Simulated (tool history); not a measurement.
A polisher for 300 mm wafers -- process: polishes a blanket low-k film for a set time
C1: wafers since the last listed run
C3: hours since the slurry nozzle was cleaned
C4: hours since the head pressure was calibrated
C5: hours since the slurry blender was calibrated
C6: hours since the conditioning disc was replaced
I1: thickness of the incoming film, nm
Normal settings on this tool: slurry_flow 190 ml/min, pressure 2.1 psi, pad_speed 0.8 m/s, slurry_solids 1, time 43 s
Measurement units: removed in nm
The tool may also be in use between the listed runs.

{"run": 1, "hour": 0.0, "slurry_flow": 190, "pressure": 2.1, "pad_speed": 0.8, "slurry_solids": 1, "time": 43, "C1": 0, "wafers polished on this pad": 257, "C3": 271.9, "C4": 1319.2, "C5": 140.5, "C6": 82.2, "I1": 673.9, "removed": 14.9}
{"run": 2, "hour": 30.9, "slurry_flow": 190, "pressure": 2.1, "pad_speed": 0.8, "slurry_solids": 1, "time": 43, "C1": 258, "wafers polished on this pad": 515, "C3": 302.8, "C4": 1350.1, "C5": 171.4, "C6": 113.1, "I1": 670.6, "removed": 14.6}
{"hour": 33.7, "done": "head pressure recalibrated"}
{"run": 3, "hour": 58.0, "slurry_flow": 190, "pressure": 2.1, "pad_speed": 0.94, "slurry_solids": 1.2, "time": 43, "C1": 209, "wafers polished on this pad": 725, "C3": 329.9, "C4": 24.3, "C5": 198.5, "C6": 140.2, "I1": 682.1, "removed": 17.2}
{"run": 4, "hour": 70.2, "slurry_flow": 190, "pressure": 2.1, "pad_speed": 0.94, "slurry_solids": 1.2, "time": 43, "C1": 101, "wafers polished on this pad": 827, "C3": 342.1, "C4": 36.5, "C5": 210.7, "C6": 152.4, "I1": 676.3, "removed": 17.2}
{"hour": 95.7, "done": "slurry blender recalibrated"}
{"run": 5, "hour": 98.9, "slurry_flow": 190, "pressure": 2.1, "pad_speed": 0.8, "slurry_solids": 1, "time": 43, "C1": 222, "wafers polished on this pad": 1050, "C3": 370.8, "C4": 65.2, "C5": 3.2, "C6": 181.1, "I1": 672, "removed": 14.3}
{"run": 6, "hour": 123.2, "slurry_flow": 190, "pressure": 2.1, "pad_speed": 0.56, "slurry_solids": 1.2, "time": 43, "C1": 202, "wafers polished on this pad": 1252, "C3": 395.1, "C4": 89.5, "C5": 27.5, "C6": 205.4, "I1": 673.6, "removed": 11.4}
{"hour": 149.4, "done": "conditioning disc replaced and pad reconditioned"}
{"run": 7, "hour": 151.2, "slurry_flow": 125, "pressure": 2.1, "pad_speed": 0.8, "slurry_solids": 1.2, "time": 43, "C1": 217, "wafers polished on this pad": 1470, "C3": 423.1, "C4": 117.5, "C5": 55.5, "C6": 1.8, "I1": 664.9, "removed": 13.4}
{"hour": 174.3, "done": "slurry nozzle cleaned"}
{"hour": 185.3, "done": "worn pad replaced by a new one"}
{"run": 8, "hour": 185.8, "slurry_flow": 190, "pressure": 2.5, "pad_speed": 0.64, "slurry_solids": 1, "time": 43, "C1": 247, "wafers polished on this pad": 4, "C3": 11.5, "C4": 152.1, "C5": 90.1, "C6": 36.4, "I1": 664.8, "removed": 14.9}
{"run": 9, "hour": 210.7, "slurry_flow": 190, "pressure": 2.1, "pad_speed": 0.8, "slurry_solids": 1, "time": 43, "C1": 207, "wafers polished on this pad": 212, "C3": 36.4, "C4": 177, "C5": 115, "C6": 61.3, "I1": 675.4, "removed": 15}
{"run": 10, "hour": 225.5, "slurry_flow": 190, "pressure": 2.1, "pad_speed": 0.8, "slurry_solids": 1, "time": 43, "C1": 123, "wafers polished on this pad": 335, "C3": 51.2, "C4": 191.8, "C5": 129.8, "C6": 76.1, "I1": 672.9, "removed": 15.3}
{"run": 11, "hour": 246.9, "slurry_flow": 190, "pressure": 2.1, "pad_speed": 0.8, "slurry_solids": 1.25, "time": 43, "C1": 178, "wafers polished on this pad": 514, "C3": 72.6, "C4": 213.2, "C5": 151.2, "C6": 97.5, "I1": 665.5, "removed": 16.1}
{"run": 12, "hour": 269.8, "slurry_flow": 230, "pressure": 2.7, "pad_speed": 0.92, "slurry_solids": 0.9, "time": 43, "C1": 191, "wafers polished on this pad": 705, "C3": 95.5, "C4": 236.1, "C5": 174.1, "C6": 120.4, "I1": 671, "removed": 21.7}
{"run": 13, "hour": 291.1, "slurry_flow": 190, "pressure": 2.1, "pad_speed": 0.8, "slurry_solids": 1, "time": 43, "C1": 177, "wafers polished on this pad": 883, "C3": 116.8, "C4": 257.4, "C5": 195.4, "C6": 141.7, "I1": 664.9, "removed": 15.1}
{"run": 14, "hour": 308.4, "slurry_flow": 190, "pressure": 2.3, "pad_speed": 0.8, "slurry_solids": 1, "time": 43, "C1": 144, "wafers polished on this pad": 1027, "C3": 134.1, "C4": 274.7, "C5": 212.7, "C6": 159, "I1": 674.9, "removed": 16.1}
{"hour": 313.8, "done": "slurry blender recalibrated"}
{"run": 15, "hour": 325.3, "slurry_flow": 190, "pressure": 2.1, "pad_speed": 0.8, "slurry_solids": 1, "time": 43, "C1": 124, "wafers polished on this pad": 1152, "C3": 151, "C4": 291.6, "C5": 11.5, "C6": 175.9, "I1": 662.2, "removed": 14.7}
{"run": 16, "hour": 353.7, "slurry_flow": 190, "pressure": 2.1, "pad_speed": 0.8, "slurry_solids": 1, "time": 43, "C1": 237, "wafers polished on this pad": 1389, "C3": 179.4, "C4": 320, "C5": 39.9, "C6": 204.3, "I1": 672.7, "removed": 14.5}
{"hour": 368.3, "done": "worn pad replaced by a new one"}
{"hour": 377.2, "done": "conditioning disc replaced and pad reconditioned"}
{"run": 17, "hour": 381.7, "slurry_flow": 190, "pressure": 2.1, "pad_speed": 0.6, "slurry_solids": 1, "time": 43, "C1": 183, "wafers polished on this pad": 95, "C3": 207.4, "C4": 348, "C5": 67.9, "C6": 4.5, "I1": 666.4, "removed": 11.5}
{"run": 18, "hour": 407.6, "slurry_flow": 190, "pressure": 1.4, "pad_speed": 0.52, "slurry_solids": 1, "time": 43, "C1": 216, "wafers polished on this pad": 311, "C3": 233.3, "C4": 373.9, "C5": 93.8, "C6": 30.4, "I1": 683.5, "removed": 6.8}
{"run": 19, "hour": 429.3, "slurry_flow": 190, "pressure": 2.1, "pad_speed": 0.8, "slurry_solids": 1, "time": 43, "C1": 181, "wafers polished on this pad": 492, "C3": 255, "C4": 395.6, "C5": 115.5, "C6": 52.1, "I1": 665.6, "removed": 14.8}
{"run": 20, "hour": 486.0, "slurry_flow": 190, "pressure": 2.1, "pad_speed": 1, "slurry_solids": 0.8, "time": 43, "C1": 473, "wafers polished on this pad": 966, "C3": 311.7, "C4": 452.3, "C5": 172.2, "C6": 108.8, "I1": 666.8, "removed": 15.9}
{"run": 21, "hour": 515.8, "slurry_flow": 190, "pressure": 2.1, "pad_speed": 0.8, "slurry_solids": 1, "time": 32, "C1": 248, "wafers polished on this pad": 1215, "C3": 341.5, "C4": 482.1, "C5": 202, "C6": 138.6, "I1": 670.7, "removed": 10.7}
{"run": 22, "hour": 532.1, "slurry_flow": 230, "pressure": 1.8, "pad_speed": 0.8, "slurry_solids": 1.2, "time": 43, "C1": 136, "wafers polished on this pad": 1351, "C3": 357.8, "C4": 498.4, "C5": 218.3, "C6": 154.9, "I1": 673.2, "removed": 13.1}
{"hour": 547.4, "done": "slurry blender recalibrated"}
{"hour": 565.0, "done": "conditioning disc replaced and pad reconditioned"}
{"hour": 566.4, "done": "worn pad replaced by a new one"}
{"run": 23, "hour": 566.9, "slurry_flow": 190, "pressure": 2.1, "pad_speed": 0.94, "slurry_solids": 1.2, "time": 43, "C1": 245, "wafers polished on this pad": 4, "C3": 392.6, "C4": 533.2, "C5": 19.5, "C6": 1.9, "I1": 663.4, "removed": 17.1}
{"run": 24, "hour": 589.3, "slurry_flow": 160, "pressure": 2.1, "pad_speed": 0.8, "slurry_solids": 1, "time": 43, "C1": 187, "wafers polished on this pad": 191, "C3": 415, "C4": 555.6, "C5": 41.9, "C6": 24.3, "I1": 669.9, "removed": 13.7}
{"hour": 611.9, "done": "slurry nozzle cleaned"}
{"run": 25, "hour": 616.2, "slurry_flow": 190, "pressure": 2.6, "pad_speed": 0.8, "slurry_solids": 1, "time": 43, "C1": 216, "wafers polished on this pad": 407, "C3": 4.3, "C4": 582.5, "C5": 68.8, "C6": 51.2, "I1": 673.2, "removed": 18.4}

Forecast each of these 5 alternatives for the next run:
{"run": "A", "hour": 616.6, "slurry_flow": 190, "pressure": 2.1, "pad_speed": 0.8, "slurry_solids": 1, "time": 43, "C1": 3, "wafers polished on this pad": 410, "C3": 4.7, "C4": 582.9, "C5": 69.2, "C6": 51.6, "I1": 668.6, "removed": "?"}
{"run": "B", "hour": 616.6, "slurry_flow": 220, "pressure": 2.1, "pad_speed": 0.8, "slurry_solids": 1.1, "time": 43, "C1": 3, "wafers polished on this pad": 410, "C3": 4.7, "C4": 582.9, "C5": 69.2, "C6": 51.6, "I1": 668.6, "removed": "?"}
{"run": "C", "hour": 616.6, "slurry_flow": 190, "pressure": 2.1, "pad_speed": 1.02, "slurry_solids": 1, "time": 43, "C1": 3, "wafers polished on this pad": 410, "C3": 4.7, "C4": 582.9, "C5": 69.2, "C6": 51.6, "I1": 668.6, "removed": "?"}
{"run": "D", "hour": 616.6, "slurry_flow": 155, "pressure": 2.1, "pad_speed": 0.8, "slurry_solids": 1.15, "time": 51, "C1": 3, "wafers polished on this pad": 410, "C3": 4.7, "C4": 582.9, "C5": 69.2, "C6": 51.6, "I1": 668.6, "removed": "?"}
{"run": "E", "hour": 616.6, "slurry_flow": 190, "pressure": 2.1, "pad_speed": 0.8, "slurry_solids": 1, "time": 34, "C1": 3, "wafers polished on this pad": 410, "C3": 4.7, "C4": 582.9, "C5": 69.2, "C6": 51.6, "I1": 668.6, "removed": "?"}

run=A removed=14.6
run=B removed=15.3
run=C removed=17.7
run=D removed=17.4
run=E removed=11.5
Had the tool no hidden state, the same runs would have come out as:
run=A removed=14.6
run=B removed=15.4
run=C removed=17.8
run=D removed=17.5
run=E removed=11.6
